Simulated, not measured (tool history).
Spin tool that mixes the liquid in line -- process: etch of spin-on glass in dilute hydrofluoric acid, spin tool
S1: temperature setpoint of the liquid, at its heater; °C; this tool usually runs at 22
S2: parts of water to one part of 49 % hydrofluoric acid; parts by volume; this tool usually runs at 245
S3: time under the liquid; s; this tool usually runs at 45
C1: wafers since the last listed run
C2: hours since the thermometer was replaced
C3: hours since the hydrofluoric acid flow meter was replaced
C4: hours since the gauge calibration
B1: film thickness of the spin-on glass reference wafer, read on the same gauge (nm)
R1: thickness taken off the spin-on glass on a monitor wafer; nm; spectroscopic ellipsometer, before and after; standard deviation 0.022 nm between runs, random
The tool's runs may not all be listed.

| run | hour | S1 | S2 | S3 | C1 | C2 | C3 | C4 | B1 | R1 |
|---|---|---|---|---|---|---|---|---|---|---|
| 1 | 0 | 23.5 | 245 | 30 | 0 | 1651.7 | 377.1 | 33.2 | 109.98 | 3.93 |
|  | 72.5 | hydrofluoric acid flow meter replaced |
| 2 | 73 | 23.5 | 245 | 30 | 701 | 1724.7 | 0.5 | 106.2 | 110 | 3.85 |
| 3 | 122 | 23.5 | 245 | 30 | 477 | 1773.7 | 49.5 | 155.2 | 110 | 3.89 |
| 4 | 146.7 | 22 | 245 | 45 | 240 | 1798.4 | 74.2 | 179.9 | 109.99 | 5.56 |
| 5 | 197.9 | 22 | 245 | 45 | 498 | 1849.6 | 125.4 | 231.1 | 110 | 5.57 |
| 6 | 233.3 | 22 | 190 | 65 | 344 | 1885 | 160.8 | 266.5 | 110 | 10.93 |
| 7 | 295.1 | 22 | 190 | 65 | 602 | 1946.8 | 222.6 | 328.3 | 110 | 10.99 |
| 8 | 332.8 | 22 | 290 | 55 | 367 | 1984.5 | 260.3 | 366 | 110 | 5.53 |
|  | 356.5 | gauge calibrated |
| 9 | 385.7 | 22 | 245 | 45 | 515 | 2037.4 | 313.2 | 29.2 | 109.99 | 5.58 |
| 10 | 416.7 | 22 | 245 | 45 | 302 | 2068.4 | 344.2 | 60.2 | 109.98 | 5.58 |
|  | 458.1 | thermometer replaced |
| 11 | 462.9 | 20 | 245 | 35 | 440 | 4.8 | 390.4 | 106.4 | 109.99 | 4.04 |
| 12 | 490.2 | 22 | 245 | 45 | 266 | 32.1 | 417.7 | 133.7 | 110 | 5.64 |
| 13 | 532.2 | 26 | 245 | 30 | 409 | 74.1 | 459.7 | 175.7 | 110 | 4.34 |
|  | 539.3 | hydrofluoric acid flow meter replaced |
| 14 | 585.8 | 19.5 | 315 | 30 | 512 | 127.7 | 46.5 | 229.3 | 110.01 | 2.45 |
| 15 | 776.4 | 22 | 355 | 45 | 1857 | 318.3 | 237.1 | 419.9 | 110.02 | 3.46 |

Results per run with the tool's hidden condition removed, run-to-run variation unchanged:
Unlogged tool condition in this case: liquid hotter than its thermometer reads (K); hydrofluoric acid flow above the setpoint (%); gauge reads high (%).
| run | R1 |
|---|---|
| 1 | 3.86 |
| 2 | 3.85 |
| 3 | 3.88 |
| 4 | 5.54 |
| 5 | 5.54 |
| 6 | 10.85 |
| 7 | 10.88 |
| 8 | 5.47 |
| 9 | 5.5 |
| 10 | 5.49 |
| 11 | 3.97 |
| 12 | 5.53 |
| 13 | 4.25 |
| 14 | 2.44 |
| 15 | 3.42 |

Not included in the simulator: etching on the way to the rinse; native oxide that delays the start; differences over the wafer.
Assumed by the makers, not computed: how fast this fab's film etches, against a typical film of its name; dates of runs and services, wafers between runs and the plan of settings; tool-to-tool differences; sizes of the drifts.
